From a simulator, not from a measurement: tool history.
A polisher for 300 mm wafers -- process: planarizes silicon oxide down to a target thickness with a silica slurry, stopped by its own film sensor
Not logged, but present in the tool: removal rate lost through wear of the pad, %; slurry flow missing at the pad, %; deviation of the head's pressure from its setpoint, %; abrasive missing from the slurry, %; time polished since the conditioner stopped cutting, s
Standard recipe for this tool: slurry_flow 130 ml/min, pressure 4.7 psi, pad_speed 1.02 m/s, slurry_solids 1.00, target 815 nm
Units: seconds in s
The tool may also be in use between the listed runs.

run	hour	slurry_flow	pressure	pad_speed	slurry_solids	target	wafers since the last listed run	wafers polished on this pad	hours since the slurry nozzle was cleaned	hours since the head pressure was calibrated	hours since the slurry blender was calibrated	hours since the conditioning disc was replaced	incoming thickness of the incoming film, nm	seconds
1	0.0	130	4.7	1.02	1.00	815	0	193	410.9	534.7	51.2	233.7	1255.4	132.4
2	23.7	155	4.7	1.02	1.00	815	231	425	434.6	558.4	74.9	257.4	1270.5	135.5
3	52.2	155	4.7	1.02	1.00	815	278	704	463.1	586.9	103.4	285.9	1273.7	139.7
4	69.1	130	4.7	1.02	0.80	815	165	870	480.0	603.8	120.3	302.8	1269.8	169.2
5	96.5	130	4.7	1.02	1.00	815	268	1138	507.4	631.2	147.7	330.2	1269.1	147.5
# hour 110.4: worn pad replaced by a new one
6	131.0	130	4.7	1.02	1.00	815	298	201	541.9	665.7	182.2	364.7	1276.6	153.6
7	165.1	130	4.7	1.02	1.00	902	333	535	576.0	699.8	216.3	398.8	1274.6	127.1
8	180.2	130	4.7	1.02	1.00	815	147	682	591.1	714.9	231.4	413.9	1266.2	156.4
9	195.7	105	4.7	1.02	1.00	815	151	834	606.6	730.4	246.9	429.4	1258.0	161.8
10	226.9	105	4.7	1.02	1.00	815	305	1139	637.8	761.6	278.1	460.6	1264.9	168.9
# hour 230.1: conditioning disc replaced and pad reconditioned
# hour 238.1: worn pad replaced by a new one
11	255.6	105	4.7	1.02	1.00	815	222	170	666.5	790.3	306.8	25.5	1269.4	157.9
# hour 258.2: slurry blender recalibrated
# hour 283.8: slurry nozzle cleaned
12	284.3	130	5.2	1.02	1.00	941	251	422	0.5	819.0	26.1	54.2	1285.3	93.5
13	306.9	130	4.7	1.02	1.00	815	221	643	23.1	841.6	48.7	76.8	1271.6	133.7
14	341.0	110	3.8	1.36	0.75	815	333	977	57.2	875.7	82.8	110.9	1269.0	159.7
# hour 364.8: worn pad replaced by a new one
15	376.0	130	3.6	1.28	0.80	908	303	109	92.2	910.7	117.8	145.9	1271.3	131.5
16	402.5	85	4.0	1.38	1.20	815	259	369	118.7	937.2	144.3	172.4	1266.7	120.5
17	429.0	95	5.5	0.68	1.00	911	259	628	145.2	963.7	170.8	198.9	1273.4	154.8
18	460.3	130	4.1	1.02	1.00	815	306	934	176.5	995.0	202.1	230.2	1258.2	153.1
# hour 476.3: worn pad replaced by a new one
# hour 486.9: head pressure recalibrated
19	491.9	160	4.7	1.32	1.30	696	250	132	208.1	5.0	233.7	261.8	1273.5	129.2
20	504.3	165	4.7	1.02	1.00	874	121	254	220.5	17.4	246.1	274.2	1271.8	128.1
21	522.2	130	4.7	1.02	1.00	902	175	429	238.4	35.3	264.0	292.1	1270.2	127.7
22	544.2	130	4.7	1.02	1.00	815	215	644	260.4	57.3	286.0	314.1	1248.0	148.2
23	566.9	130	4.7	1.02	1.00	815	222	866	283.1	80.0	308.7	336.8	1259.0	158.6
24	585.2	155	4.7	0.66	1.00	815	179	1045	301.4	98.3	327.0	355.1	1272.5	217.2
# hour 594.7: slurry blender recalibrated
# hour 597.8: worn pad replaced by a new one
25	618.2	130	4.7	1.02	1.00	815	273	199	334.4	131.3	23.5	388.1	1259.2	138.8

Each row is a separate what-if for the run after 25, all from the same tool condition, not one after another. Results?
A	618.7	130	4.7	1.02	1.00	815	4	204	334.9	131.8	24.0	388.6	1245.7	?
B	618.7	145	4.7	1.02	1.25	949	4	204	334.9	131.8	24.0	388.6	1245.7	?
C	618.7	130	4.2	1.02	1.00	815	4	204	334.9	131.8	24.0	388.6	1245.7	?

run	seconds
A	135.1
B	80.1
C	144.6
Without the tool's unlogged condition, the same runs would have read:
run	seconds
A	118.1
B	70.2
C	127.3
